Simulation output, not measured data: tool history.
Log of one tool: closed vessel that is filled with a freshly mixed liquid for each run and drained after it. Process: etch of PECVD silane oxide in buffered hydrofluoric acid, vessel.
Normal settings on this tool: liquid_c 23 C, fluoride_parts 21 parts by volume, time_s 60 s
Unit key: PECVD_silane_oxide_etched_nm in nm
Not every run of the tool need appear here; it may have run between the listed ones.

run,day,liquid_c,fluoride_parts,time_s,"read-back film thickness of the PECVD silane oxide reference wafer, read on the same gauge (nm)",PECVD_silane_oxide_etched_nm
1,0,23,17.5,45,140.69,92.61
# day 1.308: hydrofluoric acid flow meter replaced
2,1.329,23,17.5,45,140.84,91.7
3,2.146,23,21,60,140.94,104.48
4,3.433,23,21,60,141.13,105.04
5,4.675,23,21,80,141.31,138.45
6,5.921,23,21,80,141.5,138.17
7,6.946,23,21,80,141.7,140.11
8,7.946,23,21,60,141.85,105.29
9,8.483,23,21,60,142,106.66
10,9.271,23,21,60,142.15,106.2
11,10.038,23,21,60,142.33,106.9
12,10.842,23,21,60,142.49,106.23
13,11.958,23,21,60,142.72,105.66
14,12.596,18.5,21,60,142.88,82.89
15,13.633,23,21,60,143.14,106.85
# day 14.833: thermometer replaced
16,14.854,27.5,15,40,143.41,124.92
17,15.45,20.5,16.5,90,143.6,174.66
18,16.35,20,14,90,143.83,200.03
# day 16.683: gauge calibrated
19,17.146,19,29.5,40,140.13,43.68
20,18.2,25,25.5,30,140.1,50.97
21,19.042,23,21,60,140.14,104.71
22,19.679,23,21,60,140.14,104.05
# day 21.446: hydrofluoric acid flow meter replaced
23,21.8,23,21,60,140.21,103.6
24,23.079,23,16,35,140.32,77.86
25,23.95,23,21,60,140.37,105.23
26,27.904,24.5,15,60,140.7,154.65

Measured minus without-hidden-state, run by run (identical run-to-run variation in each term; gauge scatter may differ):
Unlogged tool condition in this case: liquid hotter than its thermometer reads (K); hydrofluoric acid flow below the setpoint (%); gauge reads high (%).
run,PECVD_silane_oxide_etched_nm
1,+0.45
2,+0.55
3,+0.7
4,+0.85
5,+1.29
6,+1.49
7,+1.69
8,+1.4
9,+1.49
10,+1.61
11,+1.73
12,+1.85
13,+2.02
14,+1.67
15,+2.32
16,+2.98
17,+4.35
18,+5.3
19,+0.04
20,+0.05
21,+0.1
22,+0.11
23,+0.17
24,+0.16
25,+0.26
26,+0.76
